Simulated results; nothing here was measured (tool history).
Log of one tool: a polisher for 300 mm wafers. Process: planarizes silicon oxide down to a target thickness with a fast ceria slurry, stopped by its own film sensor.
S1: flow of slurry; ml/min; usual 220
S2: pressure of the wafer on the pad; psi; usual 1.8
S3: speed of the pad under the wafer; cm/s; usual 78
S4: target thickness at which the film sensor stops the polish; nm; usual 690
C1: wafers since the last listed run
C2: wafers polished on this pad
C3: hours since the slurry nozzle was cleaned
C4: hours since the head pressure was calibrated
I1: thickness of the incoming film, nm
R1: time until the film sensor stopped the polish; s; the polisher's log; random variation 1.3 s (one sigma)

| run | hour | S1 | S2 | S3 | S4 | C1 | C2 | C3 | C4 | I1 | R1 |
|---|---|---|---|---|---|---|---|---|---|---|---|
| 1 | 0 | 220 | 1.8 | 78 | 690 | 0 | 5937 | 530.7 | 671.9 | 1415.4 | 135.9 |
|  | 21.3 | slurry nozzle cleaned |
|  | 62.4 | worn pad replaced by a new one |
|  | 84.6 | head pressure recalibrated |
| 2 | 87.2 | 220 | 1.8 | 78 | 690 | 771 | 219 | 65.9 | 2.6 | 1441.8 | 127.2 |
| 3 | 387.2 | 220 | 1.8 | 78 | 690 | 2886 | 3105 | 365.9 | 302.6 | 1418.3 | 126.3 |
|  | 553.4 | slurry nozzle cleaned |
| 4 | 570.6 | 220 | 1.8 | 78 | 690 | 1754 | 4860 | 17.2 | 486 | 1426.6 | 125 |
|  | 698.3 | worn pad replaced by a new one |
|  | 704.5 | head pressure recalibrated |
| 5 | 865.3 | 220 | 1.8 | 78 | 690 | 2777 | 1587 | 311.9 | 160.8 | 1433.2 | 129 |
| 6 | 901.9 | 220 | 1.8 | 78 | 690 | 352 | 1939 | 348.5 | 197.4 | 1414.7 | 128.1 |
| 7 | 970 | 220 | 1.8 | 78 | 690 | 655 | 2595 | 416.6 | 265.5 | 1434.1 | 131.4 |
| 8 | 1050.1 | 220 | 1.8 | 78 | 690 | 770 | 3365 | 496.7 | 345.6 | 1450.1 | 137.8 |
|  | 1085.4 | slurry nozzle cleaned |
| 9 | 1103.8 | 220 | 1.8 | 78 | 690 | 507 | 3872 | 18.4 | 399.3 | 1449 | 126.8 |
| 10 | 1144.1 | 220 | 1.8 | 78 | 524 | 387 | 4260 | 58.7 | 439.6 | 1437 | 152.3 |
| 11 | 1181.1 | 220 | 1.8 | 78 | 524 | 355 | 4616 | 95.7 | 476.6 | 1430.2 | 153.8 |
| 12 | 1273.4 | 220 | 1.8 | 78 | 524 | 888 | 5504 | 188 | 568.9 | 1406.6 | 151.3 |
|  | 1298 | worn pad replaced by a new one |
| 13 | 1361.9 | 220 | 1.8 | 78 | 690 | 812 | 614 | 276.5 | 657.4 | 1419.8 | 128.7 |
| 14 | 1449.6 | 220 | 1.8 | 78 | 690 | 843 | 1458 | 364.2 | 745.1 | 1421.3 | 128 |
| 15 | 1508.3 | 175 | 1.8 | 78 | 545 | 564 | 2022 | 422.9 | 803.8 | 1442.2 | 164.6 |
|  | 1526.6 | head pressure recalibrated |
| 16 | 1554.4 | 175 | 1.8 | 78 | 545 | 424 | 2447 | 469 | 27.8 | 1445 | 169.1 |
| 17 | 1593.9 | 220 | 1.8 | 78 | 819 | 380 | 2827 | 508.5 | 67.3 | 1460.9 | 114.8 |
|  | 1636.2 | slurry nozzle cleaned |
| 18 | 1689 | 220 | 1.8 | 64 | 690 | 905 | 3732 | 52.8 | 162.4 | 1449.7 | 155.1 |
| 19 | 1778.2 | 220 | 1.8 | 100 | 690 | 858 | 4590 | 142 | 251.6 | 1426.9 | 99.2 |
| 20 | 1869.9 | 220 | 1.8 | 78 | 690 | 882 | 5472 | 233.7 | 343.3 | 1431.8 | 126.7 |
|  | 1887.4 | worn pad replaced by a new one |
| 21 | 2055.5 | 220 | 1.8 | 78 | 690 | 1747 | 1616 | 419.3 | 528.9 | 1436 | 134.4 |
| 22 | 2130.7 | 220 | 1.8 | 78 | 690 | 723 | 2340 | 494.5 | 604.1 | 1426.9 | 131.9 |
|  | 2217.7 | head pressure recalibrated |
| 23 | 2221.5 | 175 | 1.8 | 96 | 616 | 854 | 3194 | 585.3 | 3.8 | 1435.7 | 131.2 |
|  | 2226 | slurry nozzle cleaned |
| 24 | 2295.3 | 165 | 1.8 | 52 | 690 | 700 | 3895 | 69.3 | 77.6 | 1430.2 | 193.1 |
| 25 | 2348.2 | 285 | 2.3 | 78 | 554 | 508 | 4404 | 122.2 | 130.5 | 1439.1 | 111.5 |
| 26 | 2411.4 | 180 | 1.2 | 96 | 690 | 608 | 5012 | 185.4 | 193.7 | 1435.8 | 161.6 |
|  | 2416.7 | worn pad replaced by a new one |
| 27 | 2507.9 | 195 | 1.8 | 78 | 690 | 889 | 877 | 281.9 | 290.2 | 1426.7 | 130.3 |
| 28 | 2561.8 | 220 | 1.8 | 78 | 690 | 518 | 1395 | 335.8 | 344.1 | 1428.3 | 130.5 |
| 29 | 2638.1 | 220 | 2.2 | 78 | 690 | 734 | 2130 | 412.1 | 420.4 | 1420.3 | 107 |
| 30 | 2680.4 | 220 | 1.8 | 78 | 690 | 406 | 2537 | 454.4 | 462.7 | 1416.9 | 128.2 |
| 31 | 2766.4 | 220 | 1.8 | 54 | 929 | 827 | 3364 | 540.4 | 548.7 | 1420.6 | 128.2 |
|  | 2804.7 | slurry nozzle cleaned |
| 32 | 2861.3 | 290 | 1.8 | 70 | 690 | 903 | 4267 | 56.6 | 643.6 | 1434.7 | 135.1 |
| 33 | 2932.1 | 220 | 1.8 | 78 | 690 | 681 | 4948 | 127.4 | 714.4 | 1423.1 | 125.3 |
| 34 | 2991.3 | 220 | 1.2 | 54 | 690 | 569 | 5518 | 186.6 | 773.6 | 1434.6 | 271 |
|  | 3024.7 | head pressure recalibrated |
| 35 | 3051.1 | 220 | 2.1 | 78 | 690 | 556 | 6074 | 246.4 | 26.4 | 1417.5 | 106.4 |

Measured less the same run without the tool's hidden state. The same run-to-run variation is in both; the gauge's scatter may not be:
The hidden state here: removal rate lost through wear of the pad, %; slurry flow missing at the pad, %; deviation of the head's pressure from its setpoint, %.
| run | R1 |
|---|---|
| 1 | +13.2 |
| 2 | +0.9 |
| 3 | +5.4 |
| 4 | +0.5 |
| 5 | +4.9 |
| 6 | +5.5 |
| 7 | +7.2 |
| 8 | +9.5 |
| 9 | +0.3 |
| 10 | +0.9 |
| 11 | +1.4 |
| 12 | +2.9 |
| 13 | +3.9 |
| 14 | +5.4 |
| 15 | +10.6 |
| 16 | +12.6 |
| 17 | +7.7 |
| 18 | +1.6 |
| 19 | +2 |
| 20 | +3.9 |
| 21 | +8 |
| 22 | +9.7 |
| 23 | +15.6 |
| 24 | +2.8 |
| 25 | +1.4 |
| 26 | +4.7 |
| 27 | +5.3 |
| 28 | +5.7 |
| 29 | +6 |
| 30 | +8.2 |
| 31 | +10.5 |
| 32 | +0.7 |
| 33 | +1.8 |
| 34 | +5.7 |
| 35 | +3 |
